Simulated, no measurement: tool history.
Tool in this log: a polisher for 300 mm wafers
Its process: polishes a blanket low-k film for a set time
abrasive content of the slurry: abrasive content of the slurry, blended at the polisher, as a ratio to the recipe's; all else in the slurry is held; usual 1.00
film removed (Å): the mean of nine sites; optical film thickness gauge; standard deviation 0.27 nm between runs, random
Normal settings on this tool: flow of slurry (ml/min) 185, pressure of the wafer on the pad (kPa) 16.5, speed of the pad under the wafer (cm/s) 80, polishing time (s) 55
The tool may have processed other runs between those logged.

| run | hour | flow of slurry (ml/min) | pressure of the wafer on the pad (kPa) | speed of the pad under the wafer (cm/s) | abrasive content of the slurry | polishing time (s) | wafers since the last listed run | wafers polished on this pad | hours since the slurry nozzle was cleaned | hours since the head pressure was calibrated | hours since the slurry blender was calibrated | hours since the conditioning disc was replaced | incoming thickness of the incoming film, nm | film removed (Å) |
|---|---|---|---|---|---|---|---|---|---|---|---|---|---|---|
| 1 | 0.0 | 185 | 16.5 | 80 | 1.00 | 55 | 0 | 108 | 800.0 | 1509.3 | 203.9 | 27.5 | 760.6 | 265 |
| 2 | 7.3 | 185 | 16.5 | 80 | 1.00 | 55 | 92 | 201 | 807.3 | 1516.6 | 211.2 | 34.8 | 767.2 | 265 |
| 3 | 24.5 | 185 | 16.5 | 80 | 1.00 | 55 | 217 | 419 | 824.5 | 1533.8 | 228.4 | 52.0 | 746.8 | 270 |
| 4 | 34.4 | 185 | 16.5 | 80 | 1.00 | 55 | 125 | 544 | 834.4 | 1543.7 | 238.3 | 61.9 | 767.0 | 267 |
| 5 | 44.5 | 185 | 16.5 | 80 | 1.00 | 55 | 127 | 672 | 844.5 | 1553.8 | 248.4 | 72.0 | 752.6 | 270 |
| 6 | 54.4 | 185 | 16.5 | 80 | 1.00 | 55 | 125 | 797 | 854.4 | 1563.7 | 258.3 | 81.9 | 749.7 | 261 |
|  | 61.1 | worn pad replaced by a new one |
| 7 | 66.7 | 185 | 16.5 | 74 | 1.00 | 55 | 105 | 71 | 866.7 | 1576.0 | 270.6 | 94.2 | 761.4 | 245 |
| 8 | 78.7 | 185 | 16.5 | 74 | 1.00 | 55 | 151 | 223 | 878.7 | 1588.0 | 282.6 | 106.2 | 752.9 | 252 |
|  | 81.2 | conditioning disc replaced and pad reconditioned |
| 9 | 88.3 | 185 | 16.5 | 74 | 1.00 | 55 | 96 | 319 | 888.3 | 1597.6 | 292.2 | 7.1 | 749.4 | 247 |
|  | 91.8 | head pressure recalibrated |
| 10 | 94.4 | 185 | 16.5 | 80 | 1.00 | 55 | 51 | 371 | 894.4 | 2.6 | 298.3 | 13.2 | 761.7 | 268 |
| 11 | 102.0 | 185 | 16.5 | 80 | 1.00 | 55 | 96 | 467 | 902.0 | 10.2 | 305.9 | 20.8 | 756.0 | 267 |
|  | 117.4 | slurry nozzle cleaned |
| 12 | 118.6 | 185 | 16.5 | 80 | 1.00 | 55 | 197 | 665 | 1.2 | 26.8 | 322.5 | 37.4 | 768.1 | 266 |
|  | 134.8 | worn pad replaced by a new one |
| 13 | 135.3 | 185 | 16.5 | 52 | 0.85 | 46 | 160 | 6 | 17.9 | 43.5 | 339.2 | 54.1 | 763.0 | 147 |
| 14 | 140.6 | 185 | 13.8 | 80 | 0.75 | 66 | 67 | 73 | 23.2 | 48.8 | 344.5 | 59.4 | 765.0 | 237 |
| 15 | 155.2 | 185 | 16.5 | 100 | 1.00 | 41 | 184 | 258 | 37.8 | 63.4 | 359.1 | 74.0 | 763.6 | 230 |
| 16 | 161.2 | 185 | 15.2 | 72 | 0.85 | 62 | 75 | 334 | 43.8 | 69.4 | 365.1 | 80.0 | 762.4 | 238 |
| 17 | 174.4 | 225 | 12.4 | 80 | 0.90 | 55 | 167 | 501 | 57.0 | 82.6 | 378.3 | 93.2 | 744.5 | 194 |
|  | 184.9 | slurry blender recalibrated |
|  | 189.7 | conditioning disc replaced and pad reconditioned |
| 18 | 190.2 | 185 | 16.5 | 80 | 1.00 | 55 | 149 | 650 | 72.8 | 98.4 | 5.3 | 0.5 | 755.5 | 284 |
| 19 | 201.0 | 185 | 16.5 | 80 | 1.00 | 64 | 136 | 787 | 83.6 | 109.2 | 16.1 | 11.3 | 751.9 | 324 |
|  | 214.2 | worn pad replaced by a new one |
| 20 | 214.7 | 185 | 14.5 | 56 | 1.15 | 37 | 122 | 6 | 97.3 | 122.9 | 29.8 | 25.0 | 755.0 | 129 |
| 21 | 222.9 | 185 | 16.5 | 80 | 1.00 | 55 | 103 | 110 | 105.5 | 131.1 | 38.0 | 33.2 | 755.8 | 282 |
| 22 | 231.6 | 185 | 16.5 | 80 | 1.00 | 42 | 110 | 220 | 114.2 | 139.8 | 46.7 | 41.9 | 748.0 | 215 |
| 23 | 241.9 | 185 | 18.6 | 80 | 1.20 | 39 | 130 | 351 | 124.5 | 150.1 | 57.0 | 52.2 | 762.8 | 238 |

Hidden state, per run?
removal rate lost through wear of the pad, %: 0 at every run
slurry flow missing at the pad, %: 0 at every run
deviation of the head's pressure from its setpoint, %: 0 at every run
time polished since the conditioner stopped cutting, s: 0 at every run
H1: abrasive missing from the slurry, %
| run | H1 |
|---|---|
| 1 | 18.5 |
| 2 | 18.7 |
| 3 | 19.2 |
| 4 | 19.5 |
| 5 | 19.7 |
| 6 | 19.9 |
| 7 | 20.2 |
| 8 | 20.4 |
| 9 | 20.6 |
| 10 | 20.7 |
| 11 | 20.8 |
| 12 | 21 |
| 13 | 21.2 |
| 14 | 21.3 |
| 15 | 21.4 |
| 16 | 21.5 |
| 17 | 21.6 |
| 18 | 2.78 |
| 19 | 4.3 |
| 20 | 6.06 |
| 21 | 7.03 |
| 22 | 7.99 |
| 23 | 9.05 |

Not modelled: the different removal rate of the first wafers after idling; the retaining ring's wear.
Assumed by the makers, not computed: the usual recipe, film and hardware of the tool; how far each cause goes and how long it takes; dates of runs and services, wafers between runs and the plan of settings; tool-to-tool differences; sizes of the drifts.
